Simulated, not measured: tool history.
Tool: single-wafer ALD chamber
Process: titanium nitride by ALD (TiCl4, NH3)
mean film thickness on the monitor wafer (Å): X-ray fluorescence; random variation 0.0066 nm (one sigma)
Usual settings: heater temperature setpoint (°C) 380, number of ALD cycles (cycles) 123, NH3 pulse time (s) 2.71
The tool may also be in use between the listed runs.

run	hour	heater temperature setpoint (°C)	number of ALD cycles (cycles)	NH3 pulse time (s)	wafers since the last listed run	hours since the last thermocouple change	hours since the showerhead was replaced	hours since the gauge calibration	read-back reference wafer on the same gauge, thickness_nm	mean film thickness on the monitor wafer (Å)
1	0	380	123	2.71	0	1220.4	3513.6	453	3.08	26.69
2	39.6	380	123	2.71	96	1260	3553.2	492.6	3.086	26.67
3	136.1	380	123	2.71	234	1356.5	3649.7	589.1	3.089	26.81
4	177.1	380	123	2.71	99	1397.5	3690.7	630.1	3.093	26.76
5	244.6	380	123	2.71	164	1465	3758.2	697.6	3.089	26.62
# hour 330.4: thermocouple changed; heater temperature recalibrated
6	344	373	123	3.28	222	13.6	3857.6	797	3.091	26.86
7	418.1	380	123	2.71	180	87.7	3931.7	871.1	3.097	26.78
8	503.8	380	135	3.52	208	173.4	4017.4	956.8	3.094	29.74
9	573.2	380	123	2.71	168	242.8	4086.8	1026.2	3.096	26.81
# hour 654.5: showerhead replaced
10	655	380	123	2.71	179	324.6	0.5	1108	3.099	26.81
11	689.9	391	123	3.29	84	359.5	35.4	1142.9	3.093	27.07
# hour 700.9: gauge calibrated
12	793.4	380	123	3.74	251	463	138.9	92.5	3.068	26.83
13	885.5	395	123	2.71	223	555.1	231	184.6	3.075	26.94
14	941.9	380	123	2.71	137	611.5	287.4	241	3.076	26.67

How the hidden state differs across the entries between the runs, from the last listed run before each to the first after it:
Between runs 5 and 6: thermocouple changed; heater temperature recalibrated (hour 330.4)
  gauge reads high (%): 1.01 -> 1.06
  measured less the result without the state, mean film thickness on the monitor wafer (Å): +0.27 -> +0.28
Between runs 9 and 10: showerhead replaced (hour 654.5)
  gauge reads high (%): 1.13 -> 1.15
  measured less the result without the state, mean film thickness on the monitor wafer (Å): +0.3 -> +0.31
Between runs 11 and 12: gauge calibrated (hour 700.9)
  gauge reads high (%): 1.16 -> 0.172
  measured less the result without the state, mean film thickness on the monitor wafer (Å): +0.3 -> +0.05
